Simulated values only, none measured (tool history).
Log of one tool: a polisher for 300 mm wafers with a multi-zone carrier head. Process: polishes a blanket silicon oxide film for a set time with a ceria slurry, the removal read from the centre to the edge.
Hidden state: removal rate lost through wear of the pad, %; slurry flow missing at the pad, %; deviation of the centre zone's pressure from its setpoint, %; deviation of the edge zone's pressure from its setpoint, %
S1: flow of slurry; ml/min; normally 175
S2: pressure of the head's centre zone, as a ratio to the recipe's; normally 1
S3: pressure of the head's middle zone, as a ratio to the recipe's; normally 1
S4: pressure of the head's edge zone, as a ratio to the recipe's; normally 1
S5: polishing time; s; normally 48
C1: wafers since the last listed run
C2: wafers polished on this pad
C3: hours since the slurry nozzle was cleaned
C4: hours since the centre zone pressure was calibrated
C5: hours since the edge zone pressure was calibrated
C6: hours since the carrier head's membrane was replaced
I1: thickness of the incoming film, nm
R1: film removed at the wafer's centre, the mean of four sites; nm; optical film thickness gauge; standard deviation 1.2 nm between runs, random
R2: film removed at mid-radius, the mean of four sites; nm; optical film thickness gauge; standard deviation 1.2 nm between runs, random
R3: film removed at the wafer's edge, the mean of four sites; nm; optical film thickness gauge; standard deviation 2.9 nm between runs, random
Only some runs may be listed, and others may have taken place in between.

{"run": 1, "hour": 0.0, "S1": 175, "S2": 1, "S3": 1, "S4": 1, "S5": 48, "C1": 0, "C2": 739, "C3": 41, "C4": 292.9, "C5": 643.3, "C6": 1656.4, "I1": 722.9, "R1": 187.6, "R2": 191.3, "R3": 197.5}
{"hour": 19.3, "done": "worn pad replaced by a new one"}
{"run": 2, "hour": 34.1, "S1": 175, "S2": 1, "S3": 1, "S4": 1, "S5": 48, "C1": 378, "C2": 186, "C3": 75.1, "C4": 327, "C5": 677.4, "C6": 1690.5, "I1": 731.8, "R1": 186.9, "R2": 188.9, "R3": 193.4}
{"run": 3, "hour": 54.1, "S1": 175, "S2": 1, "S3": 1, "S4": 1, "S5": 48, "C1": 251, "C2": 438, "C3": 95.1, "C4": 347, "C5": 697.4, "C6": 1710.5, "I1": 733.3, "R1": 182.7, "R2": 189, "R3": 193.3}
{"run": 4, "hour": 81.9, "S1": 175, "S2": 1, "S3": 1, "S4": 1, "S5": 48, "C1": 349, "C2": 788, "C3": 122.9, "C4": 374.8, "C5": 725.2, "C6": 1738.3, "I1": 726.6, "R1": 183.5, "R2": 188, "R3": 193.5}
{"hour": 109.0, "done": "worn pad replaced by a new one"}
{"run": 5, "hour": 116.5, "S1": 175, "S2": 1, "S3": 1, "S4": 1, "S5": 48, "C1": 385, "C2": 95, "C3": 157.5, "C4": 409.4, "C5": 759.8, "C6": 1772.9, "I1": 722.2, "R1": 179.5, "R2": 185.7, "R3": 191}
{"run": 6, "hour": 145.2, "S1": 175, "S2": 1, "S3": 1, "S4": 1, "S5": 48, "C1": 361, "C2": 456, "C3": 186.2, "C4": 438.1, "C5": 788.5, "C6": 1801.6, "I1": 715.4, "R1": 181, "R2": 187.3, "R3": 192.9}
{"run": 7, "hour": 161.3, "S1": 175, "S2": 1, "S3": 1, "S4": 1.04, "S5": 48, "C1": 202, "C2": 658, "C3": 202.3, "C4": 454.2, "C5": 804.6, "C6": 1817.7, "I1": 736.1, "R1": 181.9, "R2": 187.1, "R3": 195.9}
{"hour": 163.5, "done": "slurry nozzle cleaned"}
{"run": 8, "hour": 177.1, "S1": 195, "S2": 1, "S3": 0.95, "S4": 1.09, "S5": 56, "C1": 186, "C2": 845, "C3": 13.6, "C4": 470, "C5": 820.4, "C6": 1833.5, "I1": 733.5, "R1": 224.2, "R2": 218.2, "R3": 244.1}
{"hour": 208.4, "done": "worn pad replaced by a new one, of another model than before"}
{"run": 9, "hour": 208.9, "S1": 205, "S2": 1, "S3": 1, "S4": 1, "S5": 48, "C1": 349, "C2": 6, "C3": 45.4, "C4": 501.8, "C5": 852.2, "C6": 1865.3, "I1": 734.5, "R1": 192.7, "R2": 196.8, "R3": 200.7}
{"hour": 223.3, "done": "carrier head's membrane replaced by a new one"}
{"run": 10, "hour": 225.0, "S1": 150, "S2": 1.08, "S3": 1, "S4": 1.12, "S5": 43, "C1": 139, "C2": 146, "C3": 61.5, "C4": 517.9, "C5": 868.3, "C6": 1.7, "I1": 725.3, "R1": 174.9, "R2": 168.3, "R3": 180.7}
{"run": 11, "hour": 245.5, "S1": 175, "S2": 1, "S3": 0.95, "S4": 1, "S5": 48, "C1": 258, "C2": 404, "C3": 82, "C4": 538.4, "C5": 888.8, "C6": 22.2, "I1": 742.1, "R1": 185.2, "R2": 182.6, "R3": 202.1}
{"run": 12, "hour": 272.0, "S1": 175, "S2": 1, "S3": 1, "S4": 1.11, "S5": 40, "C1": 333, "C2": 737, "C3": 108.5, "C4": 564.9, "C5": 915.3, "C6": 48.7, "I1": 732.7, "R1": 154.2, "R2": 159, "R3": 167.3}
{"hour": 297.9, "done": "edge zone pressure recalibrated"}
{"hour": 298.0, "done": "worn pad replaced by a new one"}
{"hour": 309.3, "done": "centre zone pressure recalibrated"}
{"run": 13, "hour": 370.9, "S1": 205, "S2": 1.05, "S3": 1, "S4": 1.06, "S5": 48, "C1": 1193, "C2": 892, "C3": 207.4, "C4": 61.6, "C5": 73, "C6": 147.6, "I1": 733.1, "R1": 195.9, "R2": 193.1, "R3": 200.9}
{"hour": 374.1, "done": "slurry nozzle cleaned"}
{"run": 14, "hour": 384.2, "S1": 175, "S2": 0.96, "S3": 1, "S4": 1, "S5": 48, "C1": 154, "C2": 1047, "C3": 10.1, "C4": 74.9, "C5": 86.3, "C6": 160.9, "I1": 733.4, "R1": 183.2, "R2": 195.3, "R3": 198.2}
{"hour": 388.9, "done": "worn pad replaced by a new one"}
{"run": 15, "hour": 400.0, "S1": 175, "S2": 1, "S3": 1, "S4": 1, "S5": 48, "C1": 148, "C2": 139, "C3": 25.9, "C4": 90.7, "C5": 102.1, "C6": 176.7, "I1": 742.3, "R1": 190.1, "R2": 192.9, "R3": 192.7}

What the log doesn't show, run by run:
removal rate lost through wear of the pad, %: 0 in every run
deviation of the centre zone's pressure from its setpoint, %: 0 in every run
deviation of the edge zone's pressure from its setpoint, %: 0 in every run
H1: slurry flow missing at the pad, %
run=1 H1=14.2
run=2 H1=20.2
run=3 H1=22.6
run=4 H1=25.1
run=5 H1=27.1
run=6 H1=28.2
run=7 H1=28.7
run=8 H1=6.62
run=9 H1=14.7
run=10 H1=17.7
run=11 H1=20.7
run=12 H1=23.5
run=13 H1=28.4
run=14 H1=4.43
run=15 H1=9.08
